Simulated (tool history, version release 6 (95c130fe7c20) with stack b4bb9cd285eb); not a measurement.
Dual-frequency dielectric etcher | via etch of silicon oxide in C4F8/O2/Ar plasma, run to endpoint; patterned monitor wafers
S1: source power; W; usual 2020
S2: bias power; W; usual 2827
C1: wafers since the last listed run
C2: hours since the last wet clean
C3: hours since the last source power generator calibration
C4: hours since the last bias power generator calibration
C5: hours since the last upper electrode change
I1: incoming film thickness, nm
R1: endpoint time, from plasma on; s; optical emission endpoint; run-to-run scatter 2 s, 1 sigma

{"run": 1, "hour": 0.0, "S1": 2020, "S2": 2364, "C1": 0, "C2": 471.2, "C3": 3632.3, "C4": 3795.8, "C5": 4967.7, "I1": 1325.3, "R1": 277}
{"run": 2, "hour": 7.3, "S1": 2020, "S2": 2364, "C1": 45, "C2": 478.5, "C3": 3639.6, "C4": 3803.1, "C5": 4975, "I1": 1327.6, "R1": 277.6}
{"run": 3, "hour": 14.2, "S1": 2020, "S2": 2364, "C1": 43, "C2": 485.4, "C3": 3646.5, "C4": 3810, "C5": 4981.9, "I1": 1309.3, "R1": 271.4}
{"hour": 45.2, "done": "upper electrode replaced"}
{"run": 4, "hour": 45.7, "S1": 2020, "S2": 2680, "C1": 47, "C2": 516.9, "C3": 3678, "C4": 3841.5, "C5": 0.5, "I1": 1315.3, "R1": 268}
{"run": 5, "hour": 46.1, "S1": 2020, "S2": 2680, "C1": 2, "C2": 517.3, "C3": 3678.4, "C4": 3841.9, "C5": 0.9, "I1": 1310.3, "R1": 265.5}
{"run": 6, "hour": 48.3, "S1": 2020, "S2": 2680, "C1": 13, "C2": 519.5, "C3": 3680.6, "C4": 3844.1, "C5": 3.1, "I1": 1308.7, "R1": 266}
{"run": 7, "hour": 54.6, "S1": 2020, "S2": 2827, "C1": 39, "C2": 525.8, "C3": 3686.9, "C4": 3850.4, "C5": 9.4, "I1": 1311.3, "R1": 262.3}
{"run": 8, "hour": 70.0, "S1": 2020, "S2": 2827, "C1": 96, "C2": 541.2, "C3": 3702.3, "C4": 3865.8, "C5": 24.8, "I1": 1315.9, "R1": 264.3}
{"run": 9, "hour": 80.7, "S1": 2020, "S2": 2827, "C1": 67, "C2": 551.9, "C3": 3713, "C4": 3876.5, "C5": 35.5, "I1": 1299.1, "R1": 260.6}
{"run": 10, "hour": 88.1, "S1": 2020, "S2": 2827, "C1": 46, "C2": 559.3, "C3": 3720.4, "C4": 3883.9, "C5": 42.9, "I1": 1315.5, "R1": 261}
{"run": 11, "hour": 98.7, "S1": 2020, "S2": 2827, "C1": 66, "C2": 569.9, "C3": 3731, "C4": 3894.5, "C5": 53.5, "I1": 1313.5, "R1": 265}
{"run": 12, "hour": 113.0, "S1": 2020, "S2": 2559, "C1": 89, "C2": 584.2, "C3": 3745.3, "C4": 3908.8, "C5": 67.8, "I1": 1316.9, "R1": 271.8}
{"run": 13, "hour": 130.3, "S1": 2020, "S2": 2827, "C1": 108, "C2": 601.5, "C3": 3762.6, "C4": 3926.1, "C5": 85.1, "I1": 1298.7, "R1": 262}
{"hour": 159.2, "done": "wet clean of the chamber"}
{"run": 14, "hour": 159.7, "S1": 2250, "S2": 2581, "C1": 33, "C2": 0.5, "C3": 3792, "C4": 3955.5, "C5": 114.5, "I1": 1330.4, "R1": 255.5}
{"run": 15, "hour": 160.2, "S1": 1630, "S2": 2827, "C1": 3, "C2": 1, "C3": 3792.5, "C4": 3956, "C5": 115, "I1": 1312.9, "R1": 276.6}
{"run": 16, "hour": 164.6, "S1": 2390, "S2": 3416, "C1": 27, "C2": 5.4, "C3": 3796.9, "C4": 3960.4, "C5": 119.4, "I1": 1312.7, "R1": 225.9}
{"run": 17, "hour": 179.5, "S1": 2500, "S2": 3302, "C1": 93, "C2": 20.3, "C3": 3811.8, "C4": 3975.3, "C5": 134.3, "I1": 1315.5, "R1": 230.3}
{"run": 18, "hour": 188.8, "S1": 2440, "S2": 2827, "C1": 58, "C2": 29.6, "C3": 3821.1, "C4": 3984.6, "C5": 143.6, "I1": 1306.4, "R1": 237.9}
{"run": 19, "hour": 198.5, "S1": 2020, "S2": 3234, "C1": 61, "C2": 39.3, "C3": 3830.8, "C4": 3994.3, "C5": 153.3, "I1": 1309.6, "R1": 243.4}
{"run": 20, "hour": 206.6, "S1": 1760, "S2": 2273, "C1": 50, "C2": 47.4, "C3": 3838.9, "C4": 4002.4, "C5": 161.4, "I1": 1322.1, "R1": 289.6}
{"hour": 217.0, "done": "bias power generator calibrated"}
{"run": 21, "hour": 217.5, "S1": 1870, "S2": 2187, "C1": 43, "C2": 58.3, "C3": 3849.8, "C4": 0.5, "C5": 172.3, "I1": 1315.4, "R1": 283.5}
{"hour": 233.9, "done": "source power generator calibrated"}
{"run": 22, "hour": 234.4, "S1": 1850, "S2": 3385, "C1": 81, "C2": 75.2, "C3": 0.5, "C4": 17.4, "C5": 189.2, "I1": 1293.7, "R1": 252.3}
{"run": 23, "hour": 249.8, "S1": 2370, "S2": 3382, "C1": 96, "C2": 90.6, "C3": 15.9, "C4": 32.8, "C5": 204.6, "I1": 1315.9, "R1": 233.6}
{"run": 24, "hour": 265.8, "S1": 2430, "S2": 2625, "C1": 100, "C2": 106.6, "C3": 31.9, "C4": 48.8, "C5": 220.6, "I1": 1317.5, "R1": 250}
{"run": 25, "hour": 275.2, "S1": 2020, "S2": 2827, "C1": 59, "C2": 116, "C3": 41.3, "C4": 58.2, "C5": 230, "I1": 1309, "R1": 256.8}
{"run": 26, "hour": 291.6, "S1": 2020, "S2": 2827, "C1": 103, "C2": 132.4, "C3": 57.7, "C4": 74.6, "C5": 246.4, "I1": 1321.2, "R1": 265.3}
{"run": 27, "hour": 308.5, "S1": 2190, "S2": 3163, "C1": 106, "C2": 149.3, "C3": 74.6, "C4": 91.5, "C5": 263.3, "I1": 1302.4, "R1": 242.9}
{"run": 28, "hour": 326.1, "S1": 1860, "S2": 3407, "C1": 110, "C2": 166.9, "C3": 92.2, "C4": 109.1, "C5": 280.9, "I1": 1311.6, "R1": 252.2}
{"run": 29, "hour": 337.9, "S1": 1690, "S2": 2827, "C1": 74, "C2": 178.7, "C3": 104, "C4": 120.9, "C5": 292.7, "I1": 1302.7, "R1": 277}
{"run": 30, "hour": 346.4, "S1": 2020, "S2": 2617, "C1": 53, "C2": 187.2, "C3": 112.5, "C4": 129.4, "C5": 301.2, "I1": 1325.7, "R1": 270.3}
{"run": 31, "hour": 356.0, "S1": 2020, "S2": 3406, "C1": 60, "C2": 196.8, "C3": 122.1, "C4": 139, "C5": 310.8, "I1": 1307.2, "R1": 245.2}
{"run": 32, "hour": 368.9, "S1": 2020, "S2": 2646, "C1": 81, "C2": 209.7, "C3": 135, "C4": 151.9, "C5": 323.7, "I1": 1314.3, "R1": 264.9}

Estimate the outcome of run 33 from the log above:
{"run": 33, "hour": 383.1, "S1": 1600, "S2": 2358, "C1": 89, "C2": 223.9, "C3": 149.2, "C4": 166.1, "C5": 337.9, "I1": 1314.1, "R1": "?"}

Run 33 yielded R1 297.1 s.
With the hidden condition absent and the run-to-run variation left alone, this run would have shown R1 288.3 s.
